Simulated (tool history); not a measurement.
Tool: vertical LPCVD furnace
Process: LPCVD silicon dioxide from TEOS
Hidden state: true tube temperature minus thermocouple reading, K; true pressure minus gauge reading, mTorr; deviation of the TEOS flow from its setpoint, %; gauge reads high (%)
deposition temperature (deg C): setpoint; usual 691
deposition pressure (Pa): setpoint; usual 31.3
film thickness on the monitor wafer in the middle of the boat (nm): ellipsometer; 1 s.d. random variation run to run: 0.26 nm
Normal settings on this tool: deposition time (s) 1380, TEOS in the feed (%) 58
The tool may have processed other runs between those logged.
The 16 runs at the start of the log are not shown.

run	day	deposition temperature (deg C)	deposition pressure (Pa)	deposition time (s)	TEOS in the feed (%)	wafers since the last listed run	hours since the last temperature calibration	hours since the pressure gauge was zeroed	hours since the TEOS flow controller was replaced	hours since the gauge calibration	read-back reference wafer on the same gauge, thickness	film thickness on the monitor wafer in the middle of the boat (nm)
17	48.204	698	28.7	990	66	512	4117.2	4899.7	773.2	99.0	108.98	89.54
18	51.450	691	31.3	1380	58	641	4195.1	4977.6	851.1	176.9	108.96	103.64
# day 54.267: thermocouples replaced and temperature profile calibrated
19	54.288	685	36.7	1380	58	363	0.5	5045.7	919.2	245.0	108.95	97.75
# day 55.508: pressure gauge zeroed
20	55.746	691	38.7	1380	58	90	35.5	5.7	954.2	280.0	108.96	118.31
21	58.488	699	34.7	870	58	541	101.3	71.5	1020.0	345.8	109.06	85.27
22	60.429	691	31.3	1380	58	383	147.9	118.1	1066.6	392.4	109.00	106.04
23	63.854	685	31.3	1110	62	677	230.1	200.3	1148.8	474.6	108.93	76.63
24	68.054	698	28.7	1800	61	830	330.9	301.1	1249.6	575.4	109.06	160.57
25	72.388	691	24.0	1110	63	856	434.9	405.1	1353.6	679.4	109.01	77.79
26	74.104	691	33.3	1380	58	339	476.1	446.3	1394.8	720.6	109.01	109.64
27	75.792	691	31.3	1380	70	333	516.6	486.8	1435.3	761.1	109.00	116.60
28	79.412	691	31.3	1380	58	715	603.5	573.7	1522.2	848.0	109.02	106.02
29	83.175	691	36.7	1020	49	743	693.8	664.0	1612.5	938.3	109.05	77.51
30	87.400	686	31.3	1380	46	835	795.2	765.4	1713.9	1039.7	108.94	83.70
31	89.958	691	31.3	1380	58	505	856.6	826.8	1775.3	1101.1	108.99	105.11
32	92.375	691	26.7	1380	58	477	914.6	884.8	1833.3	1159.1	109.02	97.41

Consider 3 possible next runs. They are alternatives, not a sequence: every one starts from the tool as it was left by run 32. What does each give?
A	92.583	691	31.3	1380	58	41	919.6	889.8	1838.3	1164.1	?	?
B	92.583	691	31.3	1380	66	41	919.6	889.8	1838.3	1164.1	?	?
C	92.583	691	31.3	1050	64	41	919.6	889.8	1838.3	1164.1	?	?

run	read-back reference wafer on the same gauge, thickness	film thickness on the monitor wafer in the middle of the boat (nm)
A	109.02	105.26
B	109.02	112.48
C	109.02	84.24
With no hidden state in the tool, these same runs would have given:
run	film thickness on the monitor wafer in the middle of the boat (nm)
A	106.64
B	113.75
C	85.23
